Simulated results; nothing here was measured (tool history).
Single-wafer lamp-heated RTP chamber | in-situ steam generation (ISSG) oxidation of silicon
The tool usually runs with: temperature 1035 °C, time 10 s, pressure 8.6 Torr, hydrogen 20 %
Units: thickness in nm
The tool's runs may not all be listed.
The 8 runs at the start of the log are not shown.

| run | hour | temperature | time | pressure | hydrogen | wafers since the last listed run | wafers since the last pyrometer calibration | hours since the pressure gauge was zeroed | hours since the hydrogen flow controller was replaced | hours since the gauge calibration | read-back reference wafer on the same gauge, thickness | thickness |
|---|---|---|---|---|---|---|---|---|---|---|---|---|
| 9 | 98 | 1019 | 10 | 8.6 | 20 | 212 | 1948 | 4549.9 | 5455.2 | 97.6 | 4.443 | 4.253 |
| 10 | 107.8 | 1019 | 10 | 8.6 | 20 | 173 | 2122 | 4559.7 | 5465 | 107.4 | 4.45 | 4.267 |
| 11 | 122.3 | 1035 | 10 | 8.6 | 20 | 256 | 2379 | 4574.2 | 5479.5 | 121.9 | 4.444 | 4.541 |
| 12 | 133.5 | 1035 | 10 | 8.6 | 20 | 198 | 2577 | 4585.4 | 5490.7 | 133.1 | 4.456 | 4.498 |
| 13 | 150.7 | 1022 | 10 | 9.6 | 20 | 304 | 2882 | 4602.6 | 5507.9 | 150.3 | 4.46 | 4.252 |
| 14 | 161.1 | 1035 | 13 | 8.6 | 23 | 184 | 3066 | 4613 | 5518.3 | 160.7 | 4.449 | 5.362 |
| 15 | 173.5 | 1020 | 7 | 8.6 | 25 | 219 | 3286 | 4625.4 | 5530.7 | 173.1 | 4.449 | 3.885 |
| 16 | 183.6 | 1035 | 6 | 9.5 | 20 | 178 | 3465 | 4635.5 | 5540.8 | 183.2 | 4.446 | 3.55 |
|  | 194.8 | hydrogen flow controller replaced |
| 17 | 195.3 | 1045 | 7 | 9.3 | 13 | 65 | 3530 | 4647.2 | 0.5 | 194.9 | 4.453 | 3.576 |
|  | 206.5 | pyrometer window cleaned and pyrometer calibrated |
| 18 | 207 | 1035 | 10 | 8.6 | 20 | 65 | 9 | 4658.9 | 12.2 | 206.6 | 4.458 | 4.529 |
| 19 | 220.1 | 1035 | 13 | 7.5 | 24 | 232 | 241 | 4672 | 25.3 | 219.7 | 4.451 | 5.419 |
|  | 228.3 | pressure gauge zeroed |
| 20 | 228.8 | 1017 | 13 | 7.6 | 20 | 12 | 254 | 0.5 | 34 | 228.4 | 4.453 | 4.79 |
| 21 | 235.8 | 1035 | 10 | 8.6 | 20 | 124 | 378 | 7.5 | 41 | 235.4 | 4.447 | 4.549 |
| 22 | 243.1 | 1018 | 10 | 8.6 | 23 | 129 | 507 | 14.8 | 48.3 | 242.7 | 4.446 | 4.424 |

Predict the results of run 23:
| 23 | 251.1 | 1035 | 10 | 8.6 | 20 | 141 | 649 | 22.8 | 56.3 | 250.7 | ? | ? |

{"run 23": {"read-back reference wafer on the same gauge, thickness": 4.451, "thickness": 4.555}}
With no hidden state in the tool, this same run would have given thickness 4.555 nm.

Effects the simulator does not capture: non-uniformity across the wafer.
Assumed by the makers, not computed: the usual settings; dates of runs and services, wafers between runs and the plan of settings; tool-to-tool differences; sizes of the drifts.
